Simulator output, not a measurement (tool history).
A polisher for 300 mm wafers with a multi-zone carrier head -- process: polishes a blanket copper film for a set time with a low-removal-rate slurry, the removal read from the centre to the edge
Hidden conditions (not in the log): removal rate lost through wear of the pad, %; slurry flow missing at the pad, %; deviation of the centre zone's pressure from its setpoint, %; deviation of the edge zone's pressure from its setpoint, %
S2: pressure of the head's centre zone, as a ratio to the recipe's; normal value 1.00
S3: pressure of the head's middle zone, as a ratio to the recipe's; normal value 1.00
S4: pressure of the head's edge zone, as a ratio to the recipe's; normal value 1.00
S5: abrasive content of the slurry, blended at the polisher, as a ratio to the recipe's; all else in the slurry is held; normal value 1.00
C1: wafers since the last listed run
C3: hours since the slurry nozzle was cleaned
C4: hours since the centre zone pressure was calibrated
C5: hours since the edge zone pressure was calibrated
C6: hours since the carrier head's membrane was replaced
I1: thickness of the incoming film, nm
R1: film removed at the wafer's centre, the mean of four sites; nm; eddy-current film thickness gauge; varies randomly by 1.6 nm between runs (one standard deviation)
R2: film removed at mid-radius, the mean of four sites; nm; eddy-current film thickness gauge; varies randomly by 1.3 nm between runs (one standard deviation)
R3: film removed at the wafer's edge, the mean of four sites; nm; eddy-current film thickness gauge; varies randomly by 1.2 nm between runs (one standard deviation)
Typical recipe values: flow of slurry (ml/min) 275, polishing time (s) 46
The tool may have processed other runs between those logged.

run 1 hour=0.0 | flow_of_slurry_(ml/min)=235 S2=1.00 S3=1.00 S4=1.00 S5=1.00 polishing_time_(s)=46 | C1=0 wafers_polished_on_this_pad=920 C3=520.1 C4=872.3 C5=28.4 C6=654.9 | I1=1496.0 | R1=124.4 R2=118.8 R3=121.0
run 2 hour=16.5 | flow_of_slurry_(ml/min)=235 S2=1.00 S3=1.00 S4=1.00 S5=1.00 polishing_time_(s)=46 | C1=228 wafers_polished_on_this_pad=1149 C3=536.6 C4=888.8 C5=44.9 C6=671.4 | I1=1507.7 | R1=126.9 R2=119.2 R3=120.3
run 3 hour=46.7 | flow_of_slurry_(ml/min)=300 S2=1.00 S3=1.00 S4=1.00 S5=1.00 polishing_time_(s)=46 | C1=418 wafers_polished_on_this_pad=1567 C3=566.8 C4=919.0 C5=75.1 C6=701.6 | I1=1501.1 | R1=132.3 R2=122.8 R3=122.7
-- hour=58.1 slurry nozzle cleaned
-- hour=67.8 worn pad replaced by a new one
run 4 hour=81.2 | flow_of_slurry_(ml/min)=275 S2=1.00 S3=1.00 S4=0.95 S5=1.00 polishing_time_(s)=46 | C1=408 wafers_polished_on_this_pad=186 C3=23.1 C4=953.5 C5=109.6 C6=736.1 | I1=1510.3 | R1=130.1 R2=120.5 R3=117.5
run 5 hour=100.0 | flow_of_slurry_(ml/min)=275 S2=1.00 S3=1.00 S4=0.95 S5=1.00 polishing_time_(s)=46 | C1=260 wafers_polished_on_this_pad=446 C3=41.9 C4=972.3 C5=128.4 C6=754.9 | I1=1500.4 | R1=130.5 R2=120.5 R3=118.1
run 6 hour=118.0 | flow_of_slurry_(ml/min)=275 S2=1.00 S3=1.09 S4=1.00 S5=1.00 polishing_time_(s)=46 | C1=249 wafers_polished_on_this_pad=696 C3=59.9 C4=990.3 C5=146.4 C6=772.9 | I1=1488.5 | R1=129.6 R2=130.8 R3=120.0
run 7 hour=164.0 | flow_of_slurry_(ml/min)=305 S2=1.00 S3=1.00 S4=1.09 S5=0.85 polishing_time_(s)=62 | C1=637 wafers_polished_on_this_pad=1333 C3=105.9 C4=1036.3 C5=192.4 C6=818.9 | I1=1499.5 | R1=170.6 R2=161.5 R3=163.0
run 8 hour=178.4 | flow_of_slurry_(ml/min)=305 S2=1.10 S3=1.00 S4=1.00 S5=1.00 polishing_time_(s)=46 | C1=199 wafers_polished_on_this_pad=1533 C3=120.3 C4=1050.7 C5=206.8 C6=833.3 | I1=1493.9 | R1=143.0 R2=123.9 R3=124.8
run 9 hour=202.5 | flow_of_slurry_(ml/min)=275 S2=1.00 S3=1.10 S4=1.00 S5=1.00 polishing_time_(s)=46 | C1=333 wafers_polished_on_this_pad=1867 C3=144.4 C4=1074.8 C5=230.9 C6=857.4 | I1=1505.5 | R1=130.7 R2=129.8 R3=123.0
-- hour=206.8 centre zone pressure recalibrated
-- hour=222.9 worn pad replaced by a new one
run 10 hour=223.4 | flow_of_slurry_(ml/min)=275 S2=1.00 S3=1.00 S4=1.00 S5=1.00 polishing_time_(s)=46 | C1=206 wafers_polished_on_this_pad=7 C3=165.3 C4=16.6 C5=251.8 C6=878.3 | I1=1506.5 | R1=116.2 R2=119.2 R3=121.2
run 11 hour=243.1 | flow_of_slurry_(ml/min)=315 S2=1.04 S3=0.96 S4=1.00 S5=1.00 polishing_time_(s)=46 | C1=272 wafers_polished_on_this_pad=280 C3=185.0 C4=36.3 C5=271.5 C6=898.0 | I1=1510.1 | R1=125.6 R2=121.3 R3=122.0
run 12 hour=257.9 | flow_of_slurry_(ml/min)=275 S2=1.00 S3=1.00 S4=1.00 S5=1.00 polishing_time_(s)=46 | C1=205 wafers_polished_on_this_pad=485 C3=199.8 C4=51.1 C5=286.3 C6=912.8 | I1=1494.6 | R1=120.4 R2=121.7 R3=122.4
-- hour=271.9 carrier head's membrane replaced by a new one
run 13 hour=285.2 | flow_of_slurry_(ml/min)=275 S2=1.00 S3=1.00 S4=1.11 S5=1.00 polishing_time_(s)=46 | C1=309 wafers_polished_on_this_pad=794 C3=227.1 C4=78.4 C5=313.6 C6=13.3 | I1=1520.5 | R1=117.6 R2=120.5 R3=127.4
run 14 hour=308.8 | flow_of_slurry_(ml/min)=275 S2=1.10 S3=1.00 S4=0.88 S5=0.75 polishing_time_(s)=46 | C1=327 wafers_polished_on_this_pad=1121 C3=250.7 C4=102.0 C5=337.2 C6=36.9 | I1=1479.1 | R1=119.7 R2=111.5 R3=105.2
run 15 hour=336.1 | flow_of_slurry_(ml/min)=215 S2=1.00 S3=1.00 S4=1.08 S5=1.15 polishing_time_(s)=46 | C1=378 wafers_polished_on_this_pad=1499 C3=278.0 C4=129.3 C5=364.5 C6=64.2 | I1=1495.5 | R1=116.8 R2=121.9 R3=127.5
run 16 hour=361.5 | flow_of_slurry_(ml/min)=275 S2=1.00 S3=0.88 S4=1.00 S5=1.00 polishing_time_(s)=46 | C1=351 wafers_polished_on_this_pad=1851 C3=303.4 C4=154.7 C5=389.9 C6=89.6 | I1=1479.0 | R1=118.3 R2=112.0 R3=121.2
run 17 hour=387.1 | flow_of_slurry_(ml/min)=275 S2=1.07 S3=1.00 S4=1.00 S5=0.80 polishing_time_(s)=46 | C1=354 wafers_polished_on_this_pad=2206 C3=329.0 C4=180.3 C5=415.5 C6=115.2 | I1=1518.2 | R1=119.8 R2=115.0 R3=114.5
-- hour=393.3 worn pad replaced by a new one
run 18 hour=399.3 | flow_of_slurry_(ml/min)=315 S2=1.04 S3=0.96 S4=1.00 S5=1.00 polishing_time_(s)=46 | C1=113 wafers_polished_on_this_pad=83 C3=341.2 C4=192.5 C5=427.7 C6=127.4 | I1=1485.1 | R1=124.9 R2=121.5 R3=122.5
run 19 hour=433.8 | flow_of_slurry_(ml/min)=345 S2=1.00 S3=1.00 S4=0.94 S5=1.00 polishing_time_(s)=46 | C1=478 wafers_polished_on_this_pad=561 C3=375.7 C4=227.0 C5=462.2 C6=161.9 | I1=1490.0 | R1=123.1 R2=123.4 R3=121.1
run 20 hour=448.5 | flow_of_slurry_(ml/min)=275 S2=1.00 S3=1.00 S4=1.00 S5=1.00 polishing_time_(s)=46 | C1=203 wafers_polished_on_this_pad=764 C3=390.4 C4=241.7 C5=476.9 C6=176.6 | I1=1468.8 | R1=120.4 R2=120.8 R3=120.7
run 21 hour=465.2 | flow_of_slurry_(ml/min)=275 S2=1.12 S3=1.00 S4=1.00 S5=0.85 polishing_time_(s)=52 | C1=231 wafers_polished_on_this_pad=996 C3=407.1 C4=258.4 C5=493.6 C6=193.3 | I1=1516.2 | R1=137.6 R2=133.0 R3=132.5
run 22 hour=495.0 | flow_of_slurry_(ml/min)=275 S2=0.93 S3=1.00 S4=1.00 S5=1.00 polishing_time_(s)=41 | C1=412 wafers_polished_on_this_pad=1409 C3=436.9 C4=288.2 C5=523.4 C6=223.1 | I1=1481.2 | R1=100.5 R2=110.2 R3=109.4

Branching from run 22: 3 alternative next runs. What would each branch give?
run A hour=495.4 | flow_of_slurry_(ml/min)=275 S2=1.00 S3=1.00 S4=1.00 S5=1.00 polishing_time_(s)=46 | C1=5 wafers_polished_on_this_pad=1414 C3=437.3 C4=288.6 C5=523.8 C6=223.5 | I1=1503.9 | R1=? R2=? R3=?
run B hour=495.4 | flow_of_slurry_(ml/min)=275 S2=1.07 S3=1.00 S4=1.00 S5=1.00 polishing_time_(s)=40 | C1=5 wafers_polished_on_this_pad=1414 C3=437.3 C4=288.6 C5=523.8 C6=223.5 | I1=1503.9 | R1=? R2=? R3=?
run C hour=495.4 | flow_of_slurry_(ml/min)=275 S2=1.00 S3=1.00 S4=1.00 S5=1.10 polishing_time_(s)=46 | C1=5 wafers_polished_on_this_pad=1414 C3=437.3 C4=288.6 C5=523.8 C6=223.5 | I1=1503.9 | R1=? R2=? R3=?

run=A R1=120.2 R2=118.3 R3=118.7
run=B R1=110.7 R2=102.9 R3=103.2
run=C R1=123.3 R2=121.4 R3=121.8
Without the tool's unlogged condition, the same runs would have read:
run=A R1=120.4 R2=118.3 R3=118.7
run=B R1=110.9 R2=102.9 R3=103.2
run=C R1=123.6 R2=121.4 R3=121.8
